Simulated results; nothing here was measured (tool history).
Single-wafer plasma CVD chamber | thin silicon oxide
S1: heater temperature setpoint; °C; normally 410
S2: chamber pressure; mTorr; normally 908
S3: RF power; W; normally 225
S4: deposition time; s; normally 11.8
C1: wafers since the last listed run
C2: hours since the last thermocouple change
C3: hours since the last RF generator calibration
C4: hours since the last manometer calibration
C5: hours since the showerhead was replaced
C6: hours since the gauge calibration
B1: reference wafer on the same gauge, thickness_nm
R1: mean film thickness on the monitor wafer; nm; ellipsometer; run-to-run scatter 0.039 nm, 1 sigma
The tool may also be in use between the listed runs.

Run 1, hour 0.0: usual settings but S3 205 W; C1 0; C2 25.5; C3 1426.3; C4 1751.8; C5 2689.7; C6 3624.1; B1 15.460. Result: R1 18.382 nm.
Run 2, hour 83.6: usual settings but S3 205 W; C1 1445; C2 109.1; C3 1509.9; C4 1835.4; C5 2773.3; C6 3707.7; B1 15.464. Result: R1 18.239 nm.
Run 3, hour 139.5: usual settings; C1 966; C2 165.0; C3 1565.8; C4 1891.3; C5 2829.2; C6 3763.6; B1 15.476. Result: R1 18.969 nm.
At hour 228.1: gauge calibrated.
At hour 233.9: showerhead replaced.
Run 4, hour 242.3: usual settings; C1 1639; C2 267.8; C3 1668.6; C4 1994.1; C5 8.4; C6 14.2; B1 15.066. Result: R1 18.383 nm.
Run 5, hour 339.7: usual settings; C1 1684; C2 365.2; C3 1766.0; C4 2091.5; C5 105.8; C6 111.6; B1 15.064. Result: R1 18.427 nm.
Run 6, hour 387.3: usual settings but S2 1024 mTorr; C1 823; C2 412.8; C3 1813.6; C4 2139.1; C5 153.4; C6 159.2; B1 15.089. Result: R1 20.507 nm.
At hour 433.4: RF generator calibrated.
Run 7, hour 510.5: usual settings but S4 13.7 s; C1 1991; C2 536.0; C3 77.1; C4 2262.3; C5 276.6; C6 282.4; B1 15.126. Result: R1 21.466 nm.
Run 8, hour 590.2: usual settings; C1 1378; C2 615.7; C3 156.8; C4 2342.0; C5 356.3; C6 362.1; B1 15.139. Result: R1 18.572 nm.
Run 9, hour 665.1: usual settings; C1 1295; C2 690.6; C3 231.7; C4 2416.9; C5 431.2; C6 437.0; B1 15.143. Result: R1 18.577 nm.
Run 10, hour 765.5: usual settings; C1 1736; C2 791.0; C3 332.1; C4 2517.3; C5 531.6; C6 537.4; B1 15.169. Result: R1 18.522 nm.
At hour 813.8: thermocouple changed; heater temperature recalibrated.
Run 11, hour 939.0: usual settings but S2 1102 mTorr; C1 2861; C2 125.2; C3 505.6; C4 2690.8; C5 705.1; C6 710.9; B1 15.201. Result: R1 21.827 nm.
Run 12, hour 1025.4: usual settings; C1 1493; C2 211.6; C3 592.0; C4 2777.2; C5 791.5; C6 797.3; B1 15.217. Result: R1 18.540 nm.
At hour 1056.1: capacitance manometer re-zeroed and calibrated.
Run 13, hour 1125.8: usual settings but S1 403 °C, S4 9.9 s; C1 1597; C2 312.0; C3 692.4; C4 69.7; C5 891.9; C6 897.7; B1 15.234. Result: R1 15.702 nm.
Run 14, hour 1209.7: usual settings; C1 1450; C2 395.9; C3 776.3; C4 153.6; C5 975.8; C6 981.6; B1 15.240. Result: R1 18.603 nm.
Run 15, hour 1299.7: usual settings but S1 395 °C, S4 13.8 s; C1 1556; C2 485.9; C3 866.3; C4 243.6; C5 1065.8; C6 1071.6; B1 15.244. Result: R1 22.024 nm.
Run 16, hour 1338.2: usual settings but S1 422 °C; C1 665; C2 524.4; C3 904.8; C4 282.1; C5 1104.3; C6 1110.1; B1 15.262. Result: R1 18.519 nm.
Run 17, hour 1398.8: usual settings but S3 255 W; C1 1047; C2 585.0; C3 965.4; C4 342.7; C5 1164.9; C6 1170.7; B1 15.274. Result: R1 19.535 nm.
Run 18, hour 1444.2: usual settings but S2 801 mTorr, S3 185 W; C1 785; C2 630.4; C3 1010.8; C4 388.1; C5 1210.3; C6 1216.1; B1 15.266. Result: R1 15.319 nm.
Run 19, hour 1497.2: usual settings; C1 916; C2 683.4; C3 1063.8; C4 441.1; C5 1263.3; C6 1269.1; B1 15.270. Result: R1 18.720 nm.
Run 20, hour 1600.9: usual settings but S1 414 °C, S3 200 W; C1 1793; C2 787.1; C3 1167.5; C4 544.8; C5 1367.0; C6 1372.8; B1 15.294. Result: R1 17.867 nm.
Run 21, hour 1682.3: usual settings; C1 1407; C2 868.5; C3 1248.9; C4 626.2; C5 1448.4; C6 1454.2; B1 15.301. Result: R1 18.708 nm.
At hour 1727.0: thermocouple changed; heater temperature recalibrated.
Run 22, hour 1907.9: usual settings but S3 245 W; C1 3762; C2 180.9; C3 1474.5; C4 851.8; C5 1674.0; C6 1679.8; B1 15.308. Result: R1 19.343 nm.
Run 23, hour 1968.6: usual settings but S2 702 mTorr, S3 200 W, S4 10.6 s; C1 1049; C2 241.6; C3 1535.2; C4 912.5; C5 1734.7; C6 1740.5; B1 15.315. Result: R1 12.130 nm.
Run 24, hour 2070.5: usual settings; C1 1762; C2 343.5; C3 1637.1; C4 1014.4; C5 1836.6; C6 1842.4; B1 15.323. Result: R1 18.807 nm.
At hour 2120.7: RF generator calibrated.
Run 25, hour 2130.8: usual settings but S1 416 °C, S2 841 mTorr, S3 190 W; C1 904; C2 403.8; C3 10.1; C4 1074.7; C5 1896.9; C6 1902.7; B1 15.339. Result: R1 16.273 nm.
Run 26, hour 2189.6: usual settings; C1 1016; C2 462.6; C3 68.9; C4 1133.5; C5 1955.7; C6 1961.5; B1 15.333. Result: R1 18.725 nm.
Run 27, hour 2234.4: usual settings but S1 415 °C, S2 685 mTorr; C1 774; C2 507.4; C3 113.7; C4 1178.3; C5 2000.5; C6 2006.3; B1 15.332. Result: R1 13.592 nm.
Run 28, hour 2309.7: usual settings but S1 418 °C, S4 13.1 s; C1 1302; C2 582.7; C3 189.0; C4 1253.6; C5 2075.8; C6 2081.6; B1 15.341. Result: R1 20.716 nm.

Describe how what the log doesn't record of the tool's condition differs between the last listed run preceding each entry between runs and the first listed run following it.
Between runs 3 and 4: gauge calibrated (hour 228.1); showerhead replaced (hour 233.9)
  gauge reads high (%): 2.43 -> -0.329
  measured value less the no-hidden-state value, R1: +0.451 -> -0.061 nm
Between runs 6 and 7: RF generator calibrated (hour 433.4)
  gauge reads high (%): -0.0715 -> 0.125
  measured value less the no-hidden-state value, R1: -0.014 -> +0.027 nm
Between runs 10 and 11: thermocouple changed; heater temperature recalibrated (hour 813.8)
  gauge reads high (%): 0.476 -> 0.676
  measured value less the no-hidden-state value, R1: +0.088 -> +0.147 nm
Between runs 12 and 13: capacitance manometer re-zeroed and calibrated (hour 1056.1)
  gauge reads high (%): 0.766 -> 0.864
  measured value less the no-hidden-state value, R1: +0.141 -> +0.134 nm
Between runs 21 and 22: thermocouple changed; heater temperature recalibrated (hour 1727.0)
  gauge reads high (%): 1.28 -> 1.4
  measured value less the no-hidden-state value, R1: +0.237 -> +0.267 nm
Between runs 24 and 25: RF generator calibrated (hour 2120.7)
  gauge reads high (%): 1.48 -> 1.5
  measured value less the no-hidden-state value, R1: +0.274 -> +0.241 nm
